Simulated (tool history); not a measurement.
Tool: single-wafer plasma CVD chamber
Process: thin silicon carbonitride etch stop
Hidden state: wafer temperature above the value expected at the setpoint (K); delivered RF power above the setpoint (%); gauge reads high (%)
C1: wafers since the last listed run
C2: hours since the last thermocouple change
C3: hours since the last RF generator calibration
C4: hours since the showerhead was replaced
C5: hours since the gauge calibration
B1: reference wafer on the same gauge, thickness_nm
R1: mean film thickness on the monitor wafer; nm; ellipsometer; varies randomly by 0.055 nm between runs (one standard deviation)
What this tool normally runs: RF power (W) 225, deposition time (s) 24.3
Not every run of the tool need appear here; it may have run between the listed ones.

Run 1, day 0.000: usual settings; C1 0; C2 1554.0; C3 973.0; C4 3146.2; C5 1359.6; B1 16.805. Result: R1 15.568 nm.
Run 2, day 1.512: usual settings but RF power (W) 205, deposition time (s) 23.3; C1 494; C2 1590.3; C3 1009.3; C4 3182.5; C5 1395.9; B1 16.805. Result: R1 14.347 nm.
Run 3, day 3.412: usual settings but RF power (W) 205, deposition time (s) 23.3; C1 621; C2 1635.9; C3 1054.9; C4 3228.1; C5 1441.5; B1 16.823. Result: R1 14.449 nm.
Run 4, day 7.512: usual settings; C1 1341; C2 1734.3; C3 1153.3; C4 3326.5; C5 1539.9; B1 16.791. Result: R1 15.434 nm.
Run 5, day 11.233: usual settings; C1 1217; C2 1823.6; C3 1242.6; C4 3415.8; C5 1629.2; B1 16.794. Result: R1 15.531 nm.
Run 6, day 14.808: usual settings; C1 1169; C2 1909.4; C3 1328.4; C4 3501.6; C5 1715.0; B1 16.802. Result: R1 15.485 nm.
Run 7, day 17.517: usual settings but deposition time (s) 26.1; C1 886; C2 1974.4; C3 1393.4; C4 3566.6; C5 1780.0; B1 16.805. Result: R1 16.555 nm.
Run 8, day 20.508: usual settings but deposition time (s) 26.1; C1 979; C2 2046.2; C3 1465.2; C4 3638.4; C5 1851.8; B1 16.811. Result: R1 16.597 nm.
Run 9, day 23.942: usual settings but RF power (W) 195, deposition time (s) 21.4; C1 1123; C2 2128.6; C3 1547.6; C4 3720.8; C5 1934.2; B1 16.795. Result: R1 12.886 nm.
Run 10, day 27.417: usual settings; C1 1137; C2 2212.0; C3 1631.0; C4 3804.2; C5 2017.6; B1 16.792. Result: R1 15.386 nm.
Run 11, day 30.458: usual settings; C1 995; C2 2285.0; C3 1704.0; C4 3877.2; C5 2090.6; B1 16.804. Result: R1 15.366 nm.
Run 12, day 34.742: usual settings but RF power (W) 200, deposition time (s) 20.4; C1 1401; C2 2387.8; C3 1806.8; C4 3980.0; C5 2193.4; B1 16.819. Result: R1 12.354 nm.
At day 37.050: showerhead replaced.
At day 38.912: thermocouple changed; heater temperature recalibrated.
Run 13, day 39.029: usual settings but RF power (W) 195, deposition time (s) 28.1; C1 1184; C2 2.8; C3 1909.7; C4 47.5; C5 2296.3; B1 16.834. Result: R1 16.990 nm.
Run 14, day 45.733: usual settings but RF power (W) 255, deposition time (s) 22.6; C1 2193; C2 163.7; C3 2070.6; C4 208.4; C5 2457.2; B1 16.786. Result: R1 14.872 nm.
Run 15, day 47.904: usual settings but RF power (W) 240, deposition time (s) 19.9; C1 710; C2 215.8; C3 2122.7; C4 260.5; C5 2509.3; B1 16.795. Result: R1 12.846 nm.
Run 16, day 52.062: usual settings but RF power (W) 245, deposition time (s) 21.9; C1 1360; C2 315.6; C3 2222.5; C4 360.3; C5 2609.1; B1 16.815. Result: R1 14.180 nm.
Run 17, day 54.296: usual settings but RF power (W) 205, deposition time (s) 22.0; C1 730; C2 369.2; C3 2276.1; C4 413.9; C5 2662.7; B1 16.781. Result: R1 13.407 nm.
Run 18, day 56.858: usual settings but RF power (W) 190; C1 838; C2 430.7; C3 2337.6; C4 475.4; C5 2724.2; B1 16.778. Result: R1 14.438 nm.
Run 19, day 59.621: usual settings but RF power (W) 195, deposition time (s) 28.1; C1 904; C2 497.0; C3 2403.9; C4 541.7; C5 2790.5; B1 16.798. Result: R1 16.937 nm.
Run 20, day 62.979: usual settings but deposition time (s) 21.7; C1 1099; C2 577.6; C3 2484.5; C4 622.3; C5 2871.1; B1 16.789. Result: R1 13.617 nm.
Run 21, day 65.308: usual settings but RF power (W) 250, deposition time (s) 22.4; C1 762; C2 633.5; C3 2540.4; C4 678.2; C5 2927.0; B1 16.791. Result: R1 14.509 nm.
Run 22, day 68.221: usual settings; C1 953; C2 703.4; C3 2610.3; C4 748.1; C5 2996.9; B1 16.810. Result: R1 15.147 nm.
At day 68.583: RF generator calibrated.
Run 23, day 70.654: usual settings; C1 687; C2 761.8; C3 49.7; C4 806.5; C5 3055.3; B1 16.802. Result: R1 15.446 nm.
Run 24, day 74.129: usual settings but deposition time (s) 22.3; C1 1137; C2 845.2; C3 133.1; C4 889.9; C5 3138.7; B1 16.812. Result: R1 14.226 nm.
At day 75.558: gauge calibrated.
Run 25, day 77.800: usual settings; C1 1201; C2 933.3; C3 221.2; C4 978.0; C5 53.8; B1 16.802. Result: R1 15.531 nm.
Run 26, day 81.158: usual settings but RF power (W) 255, deposition time (s) 22.0; C1 1099; C2 1013.9; C3 301.8; C4 1058.6; C5 134.4; B1 16.798. Result: R1 14.640 nm.
Run 27, day 84.500: usual settings; C1 1093; C2 1094.1; C3 382.0; C4 1138.8; C5 214.6; B1 16.797. Result: R1 15.473 nm.
Run 28, day 88.992: usual settings but RF power (W) 255, deposition time (s) 22.0; C1 1469; C2 1201.9; C3 489.8; C4 1246.6; C5 322.4; B1 16.814. Result: R1 14.597 nm.
Run 29, day 90.875: usual settings but RF power (W) 185, deposition time (s) 20.2; C1 616; C2 1247.1; C3 535.0; C4 1291.8; C5 367.6; B1 16.810. Result: R1 12.102 nm.
Run 30, day 92.875: usual settings; C1 654; C2 1295.1; C3 583.0; C4 1339.8; C5 415.6; B1 16.773. Result: R1 15.520 nm.
Run 31, day 97.108: usual settings but deposition time (s) 23.0; C1 1385; C2 1396.7; C3 684.6; C4 1441.4; C5 517.2; B1 16.797. Result: R1 14.590 nm.
Run 32, day 99.921: usual settings but RF power (W) 185, deposition time (s) 28.7; C1 920; C2 1464.2; C3 752.1; C4 1508.9; C5 584.7; B1 16.786. Result: R1 17.360 nm.
Run 33, day 103.417: usual settings but RF power (W) 195, deposition time (s) 26.4; C1 1144; C2 1548.1; C3 836.0; C4 1592.8; C5 668.6; B1 16.822. Result: R1 16.171 nm.
Run 34, day 105.854: usual settings but RF power (W) 270, deposition time (s) 22.2; C1 797; C2 1606.6; C3 894.5; C4 1651.3; C5 727.1; B1 16.786. Result: R1 15.028 nm.

Each row is a separate what-if for the run after 34, all from the same tool condition, not one after another. Results?
Run A, day 105.871: usual settings; C1 5; C2 1607.0; C3 894.9; C4 1651.7; C5 727.5; B1 ?. Result: R1 ?.
Run B, day 105.871: usual settings but RF power (W) 190, deposition time (s) 26.0; C1 5; C2 1607.0; C3 894.9; C4 1651.7; C5 727.5; B1 ?. Result: R1 ?.
Run C, day 105.871: usual settings but RF power (W) 255, deposition time (s) 27.5; C1 5; C2 1607.0; C3 894.9; C4 1651.7; C5 727.5; B1 ?. Result: R1 ?.
Run D, day 105.871: usual settings but RF power (W) 260, deposition time (s) 26.0; C1 5; C2 1607.0; C3 894.9; C4 1651.7; C5 727.5; B1 ?. Result: R1 ?.
Run E, day 105.871: usual settings but deposition time (s) 27.4; C1 5; C2 1607.0; C3 894.9; C4 1651.7; C5 727.5; B1 ?. Result: R1 ?.

run      B1      R1
  A  16.821  15.476
  B  16.821  15.700
  C  16.821  18.213
  D  16.821  17.324
  E  16.821  17.450
Without the tool's unlogged condition, the same runs would have read:
run      R1
  A  15.524
  B  15.749
  C  18.269
  D  17.378
  E  17.504
